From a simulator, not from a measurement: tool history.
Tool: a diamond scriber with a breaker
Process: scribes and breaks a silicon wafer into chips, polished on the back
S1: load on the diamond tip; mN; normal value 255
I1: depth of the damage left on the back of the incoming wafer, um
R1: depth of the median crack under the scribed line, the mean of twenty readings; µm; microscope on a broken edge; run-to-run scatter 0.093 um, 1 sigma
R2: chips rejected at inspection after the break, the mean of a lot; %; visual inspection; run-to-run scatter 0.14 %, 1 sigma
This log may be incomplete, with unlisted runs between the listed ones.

run   hour   S1    I1     R1    R2
  1      0  255  0.01  11.23     2
  2     30  255  0.05  11.43  1.62
  3   61.9  255  0.01  11.21  1.76
  4   86.3  255  0.03  11.48  1.81
  5    108  255  0.03   11.2  1.91
  6  121.8  279  0.04  12.06  2.46
  7  137.7  255  0.02  11.36  1.86
  8  155.2  255  0.03  11.26  2.16
  9  173.7  255  0.05  11.34  2.12
     241.3  -- load on the tip recalibrated
 10  277.6  255  0.02  11.47  1.96
 11  297.3  255  0.05  11.27     2
 12  311.7  255  0.01  11.46  1.83
 13  338.1  255  0.02  11.29  2.03
     344.5  -- diamond tip replaced by a new one
 14  352.7  330  0.04  13.65  6.53
 15  365.2  286  0.02  12.39  2.68

Estimate the outcome of run 16 from the log above:
 16  392.4  223  0.02   ?   ?

R1: 10.24 µm
R2: 2.92 %
The same run, on a tool lacking any hidden state, would have yielded R1 10.24 µm, R2 2.92 %.
